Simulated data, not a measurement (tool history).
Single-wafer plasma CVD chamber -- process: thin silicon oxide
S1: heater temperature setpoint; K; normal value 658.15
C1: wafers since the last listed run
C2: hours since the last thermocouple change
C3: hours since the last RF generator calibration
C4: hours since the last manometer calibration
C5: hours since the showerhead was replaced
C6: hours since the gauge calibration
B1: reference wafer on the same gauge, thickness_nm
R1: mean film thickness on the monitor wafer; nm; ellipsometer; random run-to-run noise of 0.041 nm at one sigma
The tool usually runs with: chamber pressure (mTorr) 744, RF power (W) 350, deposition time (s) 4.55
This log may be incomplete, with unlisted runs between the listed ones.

Run 1, hour 0.0: usual settings; C1 0; C2 134.0; C3 697.9; C4 654.5; C5 5128.2; C6 1402.8; B1 9.747. Result: R1 8.606 nm.
Run 2, hour 37.1: usual settings but RF power (W) 385; C1 1029; C2 171.1; C3 735.0; C4 691.6; C5 5165.3; C6 1439.9; B1 9.765. Result: R1 8.821 nm.
Run 3, hour 244.9: usual settings but RF power (W) 385; C1 5764; C2 378.9; C3 942.8; C4 899.4; C5 5373.1; C6 1647.7; B1 9.757. Result: R1 8.842 nm.
Run 4, hour 307.7: usual settings; C1 1742; C2 441.7; C3 1005.6; C4 962.2; C5 5435.9; C6 1710.5; B1 9.734. Result: R1 8.511 nm.
Run 5, hour 357.5: usual settings; C1 1381; C2 491.5; C3 1055.4; C4 1012.0; C5 5485.7; C6 1760.3; B1 9.761. Result: R1 8.369 nm.
At hour 390.2: gauge calibrated.
Run 6, hour 427.0: usual settings; C1 1927; C2 561.0; C3 1124.9; C4 1081.5; C5 5555.2; C6 36.8; B1 9.751. Result: R1 8.441 nm.
Run 7, hour 488.1: usual settings but RF power (W) 395; C1 1694; C2 622.1; C3 1186.0; C4 1142.6; C5 5616.3; C6 97.9; B1 9.752. Result: R1 8.812 nm.
At hour 521.1: RF generator calibrated.
Run 8, hour 554.8: usual settings but deposition time (s) 4.77; C1 1628; C2 688.8; C3 33.7; C4 1209.3; C5 5683.0; C6 164.6; B1 9.752. Result: R1 8.833 nm.
Run 9, hour 578.9: usual settings but RF power (W) 380; C1 668; C2 712.9; C3 57.8; C4 1233.4; C5 5707.1; C6 188.7; B1 9.747. Result: R1 8.578 nm.
At hour 609.5: capacitance manometer re-zeroed and calibrated.
Run 10, hour 648.2: usual settings but S1 648.15 K; C1 1700; C2 782.2; C3 127.1; C4 38.7; C5 5776.4; C6 258.0; B1 9.745. Result: R1 8.213 nm.
At hour 690.7: showerhead replaced.
Run 11, hour 691.2: usual settings but chamber pressure (mTorr) 887, RF power (W) 395, deposition time (s) 5.22; C1 970; C2 825.2; C3 170.1; C4 81.7; C5 0.5; C6 301.0; B1 9.752. Result: R1 11.600 nm.
Run 12, hour 717.7: usual settings but RF power (W) 325; C1 735; C2 851.7; C3 196.6; C4 108.2; C5 27.0; C6 327.5; B1 9.761. Result: R1 7.895 nm.
Run 13, hour 748.3: usual settings but chamber pressure (mTorr) 860, RF power (W) 370, deposition time (s) 3.94; C1 848; C2 882.3; C3 227.2; C4 138.8; C5 57.6; C6 358.1; B1 9.749. Result: R1 8.229 nm.
At hour 807.6: thermocouple changed; heater temperature recalibrated.
Run 14, hour 819.0: usual settings but chamber pressure (mTorr) 792; C1 1739; C2 11.4; C3 297.9; C4 209.5; C5 128.3; C6 428.8; B1 9.748. Result: R1 8.665 nm.
At hour 853.8: capacitance manometer re-zeroed and calibrated, repeated, since the last time left the tool worse.
Run 15, hour 885.4: usual settings but chamber pressure (mTorr) 563; C1 1620; C2 77.8; C3 364.3; C4 31.6; C5 194.7; C6 495.2; B1 9.766. Result: R1 6.543 nm.
Run 16, hour 914.7: usual settings but S1 644.15 K; C1 812; C2 107.1; C3 393.6; C4 60.9; C5 224.0; C6 524.5; B1 9.750. Result: R1 8.883 nm.
Run 17, hour 964.8: usual settings; C1 1389; C2 157.2; C3 443.7; C4 111.0; C5 274.1; C6 574.6; B1 9.746. Result: R1 8.822 nm.
Run 18, hour 1024.1: usual settings but S1 664.15 K, chamber pressure (mTorr) 822, RF power (W) 325, deposition time (s) 3.88; C1 1644; C2 216.5; C3 503.0; C4 170.3; C5 333.4; C6 633.9; B1 9.759. Result: R1 7.938 nm.
Run 19, hour 1076.6: usual settings but S1 670.15 K, RF power (W) 295, deposition time (s) 4.05; C1 1456; C2 269.0; C3 555.5; C4 222.8; C5 385.9; C6 686.4; B1 9.767. Result: R1 7.128 nm.
Run 20, hour 1122.7: usual settings but chamber pressure (mTorr) 620, deposition time (s) 4.85; C1 1278; C2 315.1; C3 601.6; C4 268.9; C5 432.0; C6 732.5; B1 9.735. Result: R1 7.717 nm.
Run 21, hour 1183.0: usual settings but S1 648.15 K; C1 1672; C2 375.4; C3 661.9; C4 329.2; C5 492.3; C6 792.8; B1 9.752. Result: R1 8.857 nm.
Run 22, hour 1249.3: usual settings but S1 670.15 K, deposition time (s) 5.27; C1 1839; C2 441.7; C3 728.2; C4 395.5; C5 558.6; C6 859.1; B1 9.726. Result: R1 9.958 nm.
Run 23, hour 1317.6: usual settings but S1 650.15 K, chamber pressure (mTorr) 685, RF power (W) 290, deposition time (s) 5.39; C1 1894; C2 510.0; C3 796.5; C4 463.8; C5 626.9; C6 927.4; B1 9.726. Result: R1 8.806 nm.
Run 24, hour 1364.8: usual settings but chamber pressure (mTorr) 867; C1 1309; C2 557.2; C3 843.7; C4 511.0; C5 674.1; C6 974.6; B1 9.751. Result: R1 10.009 nm.
Run 25, hour 1433.1: usual settings but chamber pressure (mTorr) 572, RF power (W) 420; C1 1894; C2 625.5; C3 912.0; C4 579.3; C5 742.4; C6 1042.9; B1 9.747. Result: R1 7.061 nm.

Expected results for the next run?
Run 26, hour 1465.7: usual settings; C1 904; C2 658.1; C3 944.6; C4 611.9; C5 775.0; C6 1075.5; B1 ?. Result: R1 ?.

B1: 9.744
R1: 8.572 nm
Minus the tool's unlogged condition, the same run would have read R1 8.727 nm.
